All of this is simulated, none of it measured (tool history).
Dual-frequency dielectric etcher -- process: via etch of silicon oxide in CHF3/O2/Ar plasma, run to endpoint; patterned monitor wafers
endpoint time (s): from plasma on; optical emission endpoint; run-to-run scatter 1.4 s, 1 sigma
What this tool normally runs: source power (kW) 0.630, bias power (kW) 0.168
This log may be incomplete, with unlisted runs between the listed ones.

| run | hour | source power (kW) | bias power (kW) | incoming incoming film thickness, nm | endpoint time (s) |
|---|---|---|---|---|---|
| 1 | 0.0 | 0.630 | 0.168 | 543.1 | 272.9 |
| 2 | 33.3 | 0.710 | 0.168 | 542.1 | 266.0 |
| 3 | 60.8 | 0.630 | 0.168 | 540.6 | 275.4 |
| 4 | 85.9 | 0.630 | 0.168 | 538.8 | 274.2 |
| 5 | 119.3 | 0.630 | 0.168 | 544.7 | 278.5 |
| 6 | 135.7 | 0.630 | 0.168 | 546.5 | 280.3 |
| 7 | 148.6 | 0.630 | 0.168 | 543.5 | 276.6 |
| 8 | 175.0 | 0.580 | 0.168 | 549.7 | 283.3 |
|  | 213.5 | source power generator calibrated |
|  | 232.0 | upper electrode replaced |
| 9 | 232.5 | 0.470 | 0.136 | 543.5 | 316.3 |
| 10 | 232.9 | 0.630 | 0.168 | 538.7 | 278.4 |
| 11 | 258.9 | 0.630 | 0.168 | 545.5 | 278.6 |
|  | 300.2 | wet clean of the chamber |
| 12 | 300.7 | 0.570 | 0.168 | 546.5 | 275.7 |
|  | 312.4 | bias power generator calibrated |
| 13 | 318.9 | 0.630 | 0.156 | 542.5 | 273.2 |
| 14 | 349.4 | 0.530 | 0.137 | 541.4 | 293.0 |
| 15 | 375.5 | 0.630 | 0.137 | 545.6 | 284.6 |
| 16 | 404.0 | 0.540 | 0.134 | 545.0 | 300.5 |

Predict each of these 4 candidate next runs independently; none follows another, all start after run 16:
| A | 404.5 | 0.630 | 0.168 | 544.7 | ? |
| B | 404.5 | 0.730 | 0.168 | 544.7 | ? |
| C | 404.5 | 0.630 | 0.139 | 544.7 | ? |
| D | 404.5 | 0.590 | 0.189 | 544.7 | ? |

| run | endpoint time (s) |
|---|---|
| A | 271.5 |
| B | 261.8 |
| C | 286.1 |
| D | 266.4 |
What these runs would have given with no unlogged condition in the tool:
| run | endpoint time (s) |
|---|---|
| A | 267.4 |
| B | 257.9 |
| C | 281.8 |
| D | 262.4 |
